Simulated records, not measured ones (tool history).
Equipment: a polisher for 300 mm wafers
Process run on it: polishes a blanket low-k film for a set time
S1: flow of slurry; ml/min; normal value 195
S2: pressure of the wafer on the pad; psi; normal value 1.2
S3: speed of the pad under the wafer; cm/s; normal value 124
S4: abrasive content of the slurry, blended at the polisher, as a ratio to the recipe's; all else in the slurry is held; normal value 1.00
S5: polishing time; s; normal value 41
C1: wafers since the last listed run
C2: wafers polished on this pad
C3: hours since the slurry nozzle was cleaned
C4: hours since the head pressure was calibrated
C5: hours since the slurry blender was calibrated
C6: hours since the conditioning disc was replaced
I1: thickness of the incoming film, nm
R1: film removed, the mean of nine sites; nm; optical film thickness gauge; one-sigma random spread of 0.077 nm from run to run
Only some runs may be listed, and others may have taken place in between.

| run | day | S1 | S2 | S3 | S4 | S5 | C1 | C2 | C3 | C4 | C5 | C6 | I1 | R1 |
|---|---|---|---|---|---|---|---|---|---|---|---|---|---|---|
| 1 | 0.000 | 195 | 1.2 | 124 | 1.00 | 36 | 0 | 969 | 267.6 | 981.3 | 139.9 | 173.4 | 311.0 | 9.6 |
| 2 | 1.454 | 195 | 1.2 | 124 | 1.00 | 36 | 353 | 1322 | 302.5 | 1016.2 | 174.8 | 208.3 | 305.6 | 9.4 |
| 3 | 2.267 | 195 | 1.2 | 124 | 1.00 | 36 | 197 | 1519 | 322.0 | 1035.7 | 194.3 | 227.8 | 310.3 | 9.5 |
|  | 2.529 | worn pad replaced by a new one |
| 4 | 3.325 | 195 | 1.2 | 124 | 1.00 | 38 | 216 | 193 | 347.4 | 1061.1 | 219.7 | 253.2 | 316.4 | 10.0 |
|  | 6.479 | slurry blender recalibrated |
| 5 | 6.950 | 195 | 1.2 | 124 | 1.00 | 38 | 860 | 1054 | 434.4 | 1148.1 | 11.3 | 340.2 | 310.9 | 9.8 |
| 6 | 7.892 | 195 | 1.0 | 124 | 1.00 | 41 | 228 | 1283 | 457.0 | 1170.7 | 33.9 | 362.8 | 309.5 | 8.8 |
| 7 | 8.783 | 195 | 1.0 | 124 | 1.00 | 41 | 216 | 1500 | 478.4 | 1192.1 | 55.3 | 384.2 | 312.9 | 8.9 |
|  | 8.958 | worn pad replaced by a new one |
| 8 | 9.288 | 195 | 1.0 | 124 | 1.00 | 41 | 82 | 79 | 490.5 | 1204.2 | 67.4 | 396.3 | 309.1 | 8.8 |
| 9 | 10.196 | 195 | 1.2 | 124 | 1.00 | 41 | 220 | 300 | 512.3 | 1226.0 | 89.2 | 418.1 | 307.5 | 10.6 |
| 10 | 10.875 | 195 | 1.2 | 124 | 1.00 | 41 | 165 | 465 | 528.6 | 1242.3 | 105.5 | 434.4 | 307.6 | 10.7 |
| 11 | 11.896 | 195 | 1.2 | 124 | 1.00 | 41 | 248 | 713 | 553.1 | 1266.8 | 130.0 | 458.9 | 312.3 | 10.4 |
| 12 | 12.954 | 225 | 1.2 | 124 | 0.90 | 41 | 257 | 970 | 578.5 | 1292.2 | 155.4 | 484.3 | 311.0 | 10.4 |
|  | 13.871 | head pressure recalibrated |
|  | 14.271 | slurry nozzle cleaned |
|  | 15.504 | worn pad replaced by a new one |
| 13 | 15.938 | 265 | 1.2 | 124 | 1.00 | 41 | 654 | 105 | 40.0 | 49.6 | 227.0 | 555.9 | 310.7 | 11.2 |
|  | 16.175 | conditioning disc replaced and pad reconditioned |
| 14 | 17.292 | 195 | 1.2 | 124 | 0.85 | 41 | 308 | 413 | 72.5 | 82.1 | 259.5 | 26.8 | 303.4 | 10.1 |
| 15 | 18.742 | 195 | 1.2 | 160 | 1.00 | 49 | 352 | 766 | 107.3 | 116.9 | 294.3 | 61.6 | 308.0 | 15.9 |
| 16 | 19.729 | 195 | 1.2 | 94 | 1.25 | 41 | 239 | 1006 | 131.0 | 140.6 | 318.0 | 85.3 | 313.5 | 9.5 |
|  | 20.200 | slurry blender recalibrated |
| 17 | 20.229 | 195 | 1.0 | 100 | 0.80 | 48 | 101 | 1107 | 143.0 | 152.6 | 0.7 | 97.3 | 311.0 | 8.1 |
| 18 | 21.367 | 160 | 1.2 | 124 | 1.00 | 36 | 276 | 1384 | 170.3 | 179.9 | 28.0 | 124.6 | 313.1 | 9.1 |
|  | 22.450 | worn pad replaced by a new one |
| 19 | 22.742 | 230 | 1.2 | 112 | 1.00 | 41 | 293 | 70 | 203.3 | 212.9 | 61.0 | 157.6 | 308.6 | 10.1 |
| 20 | 23.333 | 195 | 1.2 | 124 | 1.00 | 41 | 143 | 214 | 217.5 | 227.1 | 75.2 | 171.8 | 310.1 | 10.8 |
| 21 | 24.254 | 195 | 1.2 | 124 | 1.00 | 41 | 223 | 438 | 239.6 | 249.2 | 97.3 | 193.9 | 313.0 | 10.8 |
| 22 | 25.204 | 225 | 1.4 | 124 | 1.00 | 41 | 230 | 669 | 262.4 | 272.0 | 120.1 | 216.7 | 309.6 | 12.8 |
| 23 | 25.767 | 195 | 1.2 | 102 | 1.15 | 41 | 136 | 806 | 275.9 | 285.5 | 133.6 | 230.2 | 303.4 | 9.8 |
| 24 | 26.683 | 195 | 1.4 | 162 | 1.00 | 46 | 222 | 1028 | 297.9 | 307.5 | 155.6 | 252.2 | 309.3 | 17.4 |
| 25 | 27.300 | 165 | 1.2 | 162 | 0.85 | 54 | 149 | 1178 | 312.7 | 322.3 | 170.4 | 267.0 | 306.9 | 15.8 |
| 26 | 27.800 | 195 | 1.2 | 124 | 1.00 | 41 | 121 | 1300 | 324.7 | 334.3 | 182.4 | 279.0 | 305.3 | 10.6 |

Some steps in R1 between neighbouring runs. How much of each would the tool show without its hidden state too (settings, what came in, random variation), and how much is left for the hidden state, with any gauge scatter that isn't in both results?
The hidden state here: removal rate lost through wear of the pad, %; slurry flow missing at the pad, %; deviation of the head's pressure from its setpoint, %; abrasive missing from the slurry, %; time polished since the conditioner stopped cutting, s.
Run 6 -> 7: no setting touched and nothing written in the log between the runs. R1 +0.1 nm: hidden state -0.1, all else +0.2.
Run 12 -> 13: S1 225 -> 265, S4 0.90 -> 1.00, head pressure recalibrated, slurry nozzle cleaned, worn pad replaced by a new one. R1 +0.8 nm: hidden state +0.2, all else +0.6.
Run 15 -> 16: S3 160 -> 94, S4 1.00 -> 1.25, S5 49 -> 41. R1 -6.4 nm: hidden state +0.0, all else -6.4.
Run 23 -> 24: S2 1.2 -> 1.4, S3 102 -> 162, S4 1.15 -> 1.00, S5 41 -> 46. R1 +7.6 nm: hidden state -0.1, all else +7.7.
